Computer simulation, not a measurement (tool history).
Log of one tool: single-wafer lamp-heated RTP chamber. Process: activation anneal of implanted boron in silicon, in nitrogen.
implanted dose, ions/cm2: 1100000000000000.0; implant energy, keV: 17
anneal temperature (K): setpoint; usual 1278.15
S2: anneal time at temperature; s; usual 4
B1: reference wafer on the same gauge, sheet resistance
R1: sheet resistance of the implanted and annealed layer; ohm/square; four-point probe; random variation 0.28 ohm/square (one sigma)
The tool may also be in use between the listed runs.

Run 1, hour 0: usual settings; B1 97.87. Result: R1 103.66 ohm/square.
Run 2, hour 11.5: usual settings; B1 97.97. Result: R1 102.67 ohm/square.
Run 3, hour 26.7: usual settings; B1 98.1. Result: R1 102.76 ohm/square.
Run 4, hour 42.3: usual settings; B1 98.09. Result: R1 102.79 ohm/square.
At hour 54.5: pyrometer window cleaned and pyrometer calibrated.
Run 5, hour 55: usual settings; B1 97.95. Result: R1 106.08 ohm/square.
Run 6, hour 58.4: usual settings; B1 97.97. Result: R1 105.09 ohm/square.
Run 7, hour 71: usual settings; B1 98.01. Result: R1 105.62 ohm/square.
Run 8, hour 97.4: usual settings; B1 97.96. Result: R1 105.43 ohm/square.
At hour 112.6: reflector plate cleaned.
Run 9, hour 113.1: usual settings but anneal temperature (K) 1291.15; B1 98. Result: R1 101.6 ohm/square.
At hour 119: gauge calibrated.
Run 10, hour 121.4: usual settings but anneal temperature (K) 1259.15, S2 3 s; B1 98.03. Result: R1 115.47 ohm/square.
Run 11, hour 133.2: usual settings but anneal temperature (K) 1300.15, S2 5 s; B1 98.07. Result: R1 99.27 ohm/square.
Run 12, hour 141.4: usual settings; B1 98. Result: R1 105.67 ohm/square.
Run 13, hour 153.9: usual settings but anneal temperature (K) 1296.15, S2 6 s; B1 97.98. Result: R1 100.27 ohm/square.
Run 14, hour 161.8: usual settings but S2 5 s; B1 98.05. Result: R1 104.09 ohm/square.

5 ways to go on from here, each from the tool as it stands after run 14. What would each give?
Run A, hour 162.2: usual settings but anneal temperature (K) 1298.15; B1 ?. Result: R1 ?.
Run B, hour 162.2: usual settings but anneal temperature (K) 1307.15; B1 ?. Result: R1 ?.
Run C, hour 162.2: usual settings but anneal temperature (K) 1269.15, S2 5 s; B1 ?. Result: R1 ?.
Run D, hour 162.2: usual settings but anneal temperature (K) 1306.15; B1 ?. Result: R1 ?.
Run E, hour 162.2: usual settings but S2 3 s; B1 ?. Result: R1 ?.

run     B1      R1
  A  98.04   99.77
  B  98.04   98.49
  C  98.04  107.45
  D  98.04   98.61
  E  98.04  105.09
Without the tool's hidden state the same runs would have given:
run      R1
  A  100.18
  B   98.78
  C  108.57
  D   98.92
  E  105.94

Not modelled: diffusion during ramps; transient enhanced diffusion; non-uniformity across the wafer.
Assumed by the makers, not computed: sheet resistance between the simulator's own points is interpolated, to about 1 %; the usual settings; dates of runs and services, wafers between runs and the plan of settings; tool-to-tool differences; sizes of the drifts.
